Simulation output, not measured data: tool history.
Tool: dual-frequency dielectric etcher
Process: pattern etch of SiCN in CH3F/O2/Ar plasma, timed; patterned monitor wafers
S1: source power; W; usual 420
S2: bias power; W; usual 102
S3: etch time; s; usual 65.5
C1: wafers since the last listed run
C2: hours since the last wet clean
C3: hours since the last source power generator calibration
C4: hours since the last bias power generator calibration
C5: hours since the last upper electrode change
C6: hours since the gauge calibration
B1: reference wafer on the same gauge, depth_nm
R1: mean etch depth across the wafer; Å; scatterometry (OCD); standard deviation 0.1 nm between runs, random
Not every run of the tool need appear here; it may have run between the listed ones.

run	hour	S1	S2	S3	C1	C2	C3	C4	C5	C6	B1	R1
1	0	420	102	65.5	0	571.1	3927.4	1481.4	4647.6	49.4	27.52	243
2	16.1	420	102	65.5	158	587.2	3943.5	1497.5	4663.7	65.5	27.49	243.3
3	29.2	420	102	65.5	128	600.3	3956.6	1510.6	4676.8	78.6	27.5	243.4
4	45.4	380	102	70.5	159	616.5	3972.8	1526.8	4693	94.8	27.5	252
5	51.9	420	102	78	64	623	3979.3	1533.3	4699.5	101.3	27.49	288.4
6	61.9	420	102	78	98	633	3989.3	1543.3	4709.5	111.3	27.47	287.3
# hour 89: upper electrode replaced
7	89.5	420	102	78	35	660.6	4016.9	1570.9	0.5	138.9	27.48	289.2
8	89.8	420	102	65.5	2	660.9	4017.2	1571.2	0.8	139.2	27.48	240.6
# hour 96.1: gauge calibrated
# hour 96.5: source power generator calibrated
# hour 119.9: wet clean of the chamber
9	120.4	420	102	65.5	31	0.5	23.9	1601.8	31.4	24.3	27.48	258.5
10	120.7	420	102	65.5	2	0.8	24.2	1602.1	31.7	24.6	27.53	258.1
11	121.1	420	82	65.5	3	1.2	24.6	1602.5	32.1	25	27.52	240.1
12	126.3	420	91	65.5	51	6.4	29.8	1607.7	37.3	30.2	27.49	247.2
13	132.4	420	102	48.5	60	12.5	35.9	1613.8	43.4	36.3	27.51	188.9
# hour 142.4: bias power generator calibrated
14	144.1	450	102	65.5	75	24.2	47.6	1.7	55.1	48	27.5	264.6
15	155.2	420	102	49	109	35.3	58.7	12.8	66.2	59.1	27.48	190.1
16	170.5	420	102	78	150	50.6	74	28.1	81.5	74.4	27.52	304.2
17	186.8	380	102	70.5	160	66.9	90.3	44.4	97.8	90.7	27.5	263.9
18	195.5	390	80	65.5	85	75.6	99	53.1	106.5	99.4	27.48	227.4
19	207.7	420	102	65.5	120	87.8	111.2	65.3	118.7	111.6	27.5	256.6
20	215.1	420	102	65.5	72	95.2	118.6	72.7	126.1	119	27.5	256.4
21	226.2	390	81	83	109	106.3	129.7	83.8	137.2	130.1	27.48	290.8
22	236	500	122	65.5	96	116.1	139.5	93.6	147	139.9	27.52	292.1

Exercise: give the hidden state of the tool at every run:
source power that arrives over what is set, %: 0 in every run
bias power that arrives over what is set, %: 0 in every run
gauge reads high (%): 0 in every run
H1: etch rate over this chamber's usual, %
run	H1
1	-4.5
2	-4.64
3	-4.75
4	-4.88
5	-4.94
6	-5.02
7	-5.25
8	-5.25
9	0.76
10	0.758
11	0.754
12	0.711
13	0.66
14	0.562
15	0.469
16	0.34
17	0.204
18	0.131
19	0.0288
20	-0.0332
21	-0.126
22	-0.208
